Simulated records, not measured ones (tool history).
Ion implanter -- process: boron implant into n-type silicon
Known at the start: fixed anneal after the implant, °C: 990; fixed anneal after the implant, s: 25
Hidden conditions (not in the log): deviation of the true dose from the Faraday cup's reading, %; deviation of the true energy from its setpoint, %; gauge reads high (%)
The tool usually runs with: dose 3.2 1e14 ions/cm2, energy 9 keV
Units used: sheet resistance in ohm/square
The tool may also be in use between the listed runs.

run    hour  dose  energy  wafers since the last listed run  hours since the last dose calibration  hours since the extraction supply was calibrated  hours since the gauge calibration  read-back reference wafer on the same gauge, sheet resistance  sheet resistance
  1       0   3.2     7.5                                 0                                 1187.1                                            6128.4                              129.2                                                         378.95            337.54
  2    83.6   3.2      11                              2154                                 1270.7                                              6212                              212.8                                                         379.23            323.12
  3   166.6   3.2      11                              2139                                 1353.7                                              6295                              295.8                                                         378.96            323.19
  4   250.1   3.2      11                              2152                                 1437.2                                            6378.5                              379.3                                                          378.9            323.16
  5   308.1  2.84       9                              1494                                 1495.2                                            6436.5                              437.3                                                         378.96            365.61
  6   395.9   3.2       9                              2262                                   1583                                            6524.3                              525.1                                                         378.81            329.14
  7   486.9   3.2       9                              2345                                   1674                                            6615.3                              616.1                                                         379.25            330.42
  8   539.6  2.61       9                              1358                                 1726.7                                              6668                              668.8                                                         379.05            390.81
  9   642.6  2.57       7                              2654                                 1829.7                                              6771                              771.8                                                         378.96            406.08
 10   688.5  2.34     6.5                              1182                                 1875.6                                            6816.9                              817.7                                                            379            443.27
 11   738.4  3.45      11                              1286                                 1925.5                                            6866.8                              867.6                                                         379.06             302.6
      791.1  -- extraction supply calibrated
        846  -- Faraday cup replaced and dose calibrated
 12   948.8  2.34     6.5                              5010                                  102.8                                             157.7                               1078                                                          378.7            454.34
     1003.9  -- gauge calibrated
 13  1027.3  3.44    10.5                              2023                                  181.3                                             236.2                               23.4                                                         378.83            311.42
 14  1099.5   3.2       9                              1860                                  253.5                                             308.4                               95.6                                                          378.9            336.17
 15  1155.7  3.74      12                              1448                                  309.7                                             364.6                              151.8                                                          379.2            285.37
 16  1239.5   3.2       9                              2159                                  393.5                                             448.4                              235.6                                                         379.03            334.84
 17  1294.4  2.76     6.5                              1414                                  448.4                                             503.3                              290.5                                                         378.81            392.66

Forecast each of these 3 alternatives for the next run:
  A  1294.8   3.2       9                                10                                  448.8                                             503.7                              290.9                                                              ?                 ?
  B  1294.8  2.87       8                                10                                  448.8                                             503.7                              290.9                                                              ?                 ?
  C  1294.8   3.2       7                                10                                  448.8                                             503.7                              290.9                                                              ?                 ?

run  read-back reference wafer on the same gauge, sheet resistance  sheet resistance
  A                                                         378.95            333.75
  B                                                         378.95            370.59
  C                                                         378.95            343.06
What these runs would have given with no unlogged condition in the tool:
run  sheet resistance
  A            336.99
  B            374.18
  C            346.42

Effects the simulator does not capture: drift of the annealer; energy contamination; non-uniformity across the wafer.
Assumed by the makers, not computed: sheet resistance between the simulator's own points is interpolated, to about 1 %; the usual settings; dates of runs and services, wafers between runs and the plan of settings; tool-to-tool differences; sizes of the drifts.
